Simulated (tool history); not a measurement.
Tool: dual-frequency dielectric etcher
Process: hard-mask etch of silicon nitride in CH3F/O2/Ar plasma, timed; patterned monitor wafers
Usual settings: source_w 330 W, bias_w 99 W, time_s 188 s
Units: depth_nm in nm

run   hour  source_w  bias_w  time_s  read-back reference wafer on the same gauge, depth_nm  depth_nm
  1      0       310      99   164.5                                                  125.1     114.8
  2   17.4       310      99   164.5                                                    125     114.9
  3     27       310      99   164.5                                                    125     115.3
  4   62.3       330     106     188                                                    125     140.9
  5   76.5       330     106     188                                                    125       141
  6   90.2       330     106     188                                                  125.1     141.6
      96.7  -- bias power generator calibrated
     100.2  -- source power generator calibrated
  7  100.7       370      81     188                                                    125     134.7
  8  107.7       370      81     188                                                    125       135
  9  130.6       370      81     188                                                    125     134.8
 10    145       330      99     188                                                    125     137.7
     168.4  -- gauge calibrated
     170.6  -- upper electrode replaced
     190.3  -- wet clean of the chamber
 11  190.8       330      99     188                                                  124.9     133.3
 12  191.2       330      79     222                                                  124.9     143.3
 13  191.6       250      99     188                                                  125.1     111.6
 14    192       330      99     188                                                  125.1     133.1
 15  192.3       330      99     188                                                    125     133.4
 16  209.2       250      99   227.5                                                    125     134.9
 17  217.4       270     120     188                                                    125     127.9
 18  233.4       410      99     188                                                    125     151.5
 19  246.3       330      99     155                                                    125     110.4
 20  257.1       330      99   132.5                                                    125      94.3

5 ways to go on from here, each from the tool as it stands after run 20. What would each give?
  A  257.6       330      99     188                                                      ?         ?
  B  257.6       260     114     132                                                      ?         ?
  C  257.6       400      88     146                                                      ?         ?
  D  257.6       360      79     170                                                      ?         ?
  E  257.6       330      99     219                                                      ?         ?

run  read-back reference wafer on the same gauge, depth_nm  depth_nm
  A                                                    125     133.8
  B                                                    125      85.8
  C                                                    125     110.3
  D                                                    125     115.8
  E                                                    125     155.9
Without the tool's hidden state the same runs would have given:
run  depth_nm
  A     134.1
  B      85.9
  C     110.5
  D       116
  E     156.2
